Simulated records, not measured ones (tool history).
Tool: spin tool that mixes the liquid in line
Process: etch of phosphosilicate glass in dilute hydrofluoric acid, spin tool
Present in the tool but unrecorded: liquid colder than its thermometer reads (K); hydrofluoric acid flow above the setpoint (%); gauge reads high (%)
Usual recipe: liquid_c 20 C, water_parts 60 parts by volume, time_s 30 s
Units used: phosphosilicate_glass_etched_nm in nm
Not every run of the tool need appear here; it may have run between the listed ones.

run   hour  liquid_c  water_parts  time_s  wafers since the last listed run  hours since the thermometer was replaced  hours since the hydrofluoric acid flow meter was replaced  hours since the gauge calibration  read-back film thickness of the phosphosilicate glass reference wafer, read on the same gauge (nm)  phosphosilicate_glass_etched_nm
  1      0        20           60      30                                 0                                     933.5                                                        911                              160.4                                                                                               99.98                            42.28
  2   15.8        20           60      30                               211                                     949.3                                                      926.8                              176.2                                                                                                 100                            42.79
  3   44.4        20           60      30                               382                                     977.9                                                      955.4                              204.8                                                                                               99.99                            42.61
  4   61.1        20           60      30                               223                                     994.6                                                      972.1                              221.5                                                                                                 100                             42.6
  5   73.5        20           60      30                               165                                      1007                                                      984.5                              233.9                                                                                              100.01                             42.6
  6  103.7        20           60      30                               404                                    1037.2                                                     1014.7                              264.1                                                                                               99.94                            42.39
  7  127.9        20           50      30                               323                                    1061.4                                                     1038.9                              288.3                                                                                              100.04                            51.62
  8  139.9        20           75      30                               160                                    1073.4                                                     1050.9                              300.3                                                                                                 100                            33.67
     163.9  -- thermometer replaced
  9    172        20           75      30                               416                                       8.1                                                       1083                              332.4                                                                                               99.99                             36.1
       189  -- gauge calibrated
 10  194.4        20           75      30                               299                                      30.5                                                     1105.4                                5.4                                                                                               99.96                            35.82
     210.4  -- hydrofluoric acid flow meter replaced
 11  220.1        17           50      45                               330                                      56.2                                                        9.7                               31.1                                                                                                 100                             66.8
 12  248.5        20           60      30                               380                                      84.6                                                       38.1                               59.5                                                                                                 100                            41.71
 13  277.2        17           35      50                               384                                     113.3                                                       66.8                               88.2                                                                                               99.99                           107.69
 14  305.1        20           60      30                               373                                     141.2                                                       94.7                              116.1                                                                                              100.03                            42.04
 15  340.9        20           35      30                               479                                       177                                                      130.5                              151.9                                                                                              100.03                            73.88
 16  354.8        20           85      30                               186                                     190.9                                                      144.4                              165.8                                                                                               99.99                             28.7
 17  375.1        25           85      30                               271                                     211.2                                                      164.7                              186.1                                                                                              100.02                            35.19
 18  399.3      18.5           60      30                               323                                     235.4                                                      188.9                              210.3                                                                                               99.99                            39.16
 19  423.4        20           80      30                               322                                     259.5                                                        213                              234.4                                                                                               99.99                            30.69
 20    454        20           60      30                               409                                     290.1                                                      243.6                                265                                                                                               99.99                            41.92

5 options for the next run, each taken on its own from the tool as it stands now. Forecast them:
  A  454.4        18           60      30                                 5                                     290.5                                                        244                              265.4                                                                                                   ?                                ?
  B  454.4        24           85      25                                 5                                     290.5                                                        244                              265.4                                                                                                   ?                                ?
  C  454.4        17           50      25                                 5                                     290.5                                                        244                              265.4                                                                                                   ?                                ?
  D  454.4        24           60      15                                 5                                     290.5                                                        244                              265.4                                                                                                   ?                                ?
  E  454.4        17           60      20                                 5                                     290.5                                                        244                              265.4                                                                                                   ?                                ?

run  read-back film thickness of the phosphosilicate glass reference wafer, read on the same gauge (nm)  phosphosilicate_glass_etched_nm
  A                                                                                              100.05                            38.65
  B                                                                                              100.05                            28.37
  C                                                                                              100.05                            37.41
  D                                                                                              100.05                            24.87
  E                                                                                              100.05                            24.67
With the hidden condition removed and each run's random variation left untouched, the same runs would have given:
run  phosphosilicate_glass_etched_nm
  A                            38.52
  B                             28.2
  C                            37.31
  D                            24.76
  E                             24.6
